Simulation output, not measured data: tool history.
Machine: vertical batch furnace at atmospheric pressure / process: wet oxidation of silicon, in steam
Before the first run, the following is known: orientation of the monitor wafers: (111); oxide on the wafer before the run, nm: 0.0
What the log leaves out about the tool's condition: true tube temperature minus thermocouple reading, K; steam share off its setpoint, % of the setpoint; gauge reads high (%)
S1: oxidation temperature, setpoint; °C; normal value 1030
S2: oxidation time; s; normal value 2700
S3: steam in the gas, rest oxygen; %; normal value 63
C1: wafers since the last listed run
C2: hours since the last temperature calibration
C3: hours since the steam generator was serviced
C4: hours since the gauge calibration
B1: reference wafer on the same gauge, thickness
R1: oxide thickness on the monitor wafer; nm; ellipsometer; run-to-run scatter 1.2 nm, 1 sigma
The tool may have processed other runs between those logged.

run   hour    S1    S2  S3   C1      C2      C3     C4      B1      R1
  1    0.0  1030  2700  63    0  1578.6  1468.9   29.0  305.71  356.14
  2   27.1  1030  2700  63  309  1605.7  1496.0   56.1  305.95  357.58
  3   49.6  1030  2700  63  256  1628.2  1518.5   78.6  306.29  356.21
  4   72.6  1030  2700  63  262  1651.2  1541.5  101.6  305.66  357.11
  5   91.4  1030  2700  63  214  1670.0  1560.3  120.4  305.87  357.40
  6  125.5  1030  2700  63  389  1704.1  1594.4  154.5  306.18  356.90
  7  151.0  1030  2700  63  290  1729.6  1619.9  180.0  305.63  353.72
  8  177.5  1030  2700  63  302  1756.1  1646.4  206.5  306.08  357.24
  9  198.1  1030  2700  63  235  1776.7  1667.0  227.1  306.19  355.82
 10  217.1  1030  2700  63  216  1795.7  1686.0  246.1  305.84  354.48
 11  230.5  1030  2700  63  152  1809.1  1699.4  259.5  306.24  354.50
 12  299.3  1030  2700  63  785  1877.9  1768.2  328.3  306.09  354.34
 13  325.0  1030  2700  63  293  1903.6  1793.9  354.0  306.13  351.69
 14  341.6  1030  2700  63  189  1920.2  1810.5  370.6  306.23  351.71
 15  364.3  1030  2700  63  259  1942.9  1833.2  393.3  306.10  351.50
 16  396.1  1030  2700  63  362  1974.7  1865.0  425.1  305.94  353.78
 17  430.9  1019  3150  60  397  2009.5  1899.8  459.9  305.95  354.45
 18  455.2  1030  3180  69  277  2033.8  1924.1  484.2  306.22  411.38
 19  480.2  1030  3930  63  285  2058.8  1949.1  509.2  306.13  443.78
     562.8  -- thermocouples replaced and temperature profile calibrated
     570.1  -- steam generator serviced
 20  570.6  1043  2700  63  675     7.8     0.5  599.6  306.04  390.92
 21  588.4  1030  2700  59  203    25.6    18.3  617.4  305.65  350.74
     658.0  -- gauge calibrated
 22  661.3  1017  2700  55  831    98.5    91.2    3.3  306.31  310.98
 23  747.5  1041  1470  63  983   184.7   177.4   89.5  306.00  265.72
 24  769.5  1046  1590  72  251   206.7   199.4  111.5  306.16  310.86
 25  783.3  1048  3180  63  157   220.5   213.2  125.3  306.33  442.47
 26  818.5  1030  2700  63  401   255.7   248.4  160.5  306.07  362.67
 27  836.0  1020  2700  55  199   273.2   265.9  178.0  305.88  317.53
 28  854.7  1030  2700  63  213   291.9   284.6  196.7  306.23  363.77
 29  887.8  1043  2700  71  377   325.0   317.7  229.8  305.77  418.03
 30  917.0  1047  2700  63  333   354.2   346.9  259.0  305.94  399.01

How the hidden state differs across the entries between the runs, from the last listed run before each to the first after it:
Between runs 19 and 20: thermocouples replaced and temperature profile calibrated (hour 562.8); steam generator serviced (hour 570.1)
  steam share off its setpoint, % of the setpoint: -6.28 -> -0.228
  what was measured, less what the result would be without the hidden state, R1: -17.51 -> -0.53 nm
Between runs 21 and 22: gauge calibrated (hour 658.0)
  steam share off its setpoint, % of the setpoint: -0.229 -> -0.242
  what was measured, less what the result would be without the hidden state, R1: -0.49 -> -0.49 nm

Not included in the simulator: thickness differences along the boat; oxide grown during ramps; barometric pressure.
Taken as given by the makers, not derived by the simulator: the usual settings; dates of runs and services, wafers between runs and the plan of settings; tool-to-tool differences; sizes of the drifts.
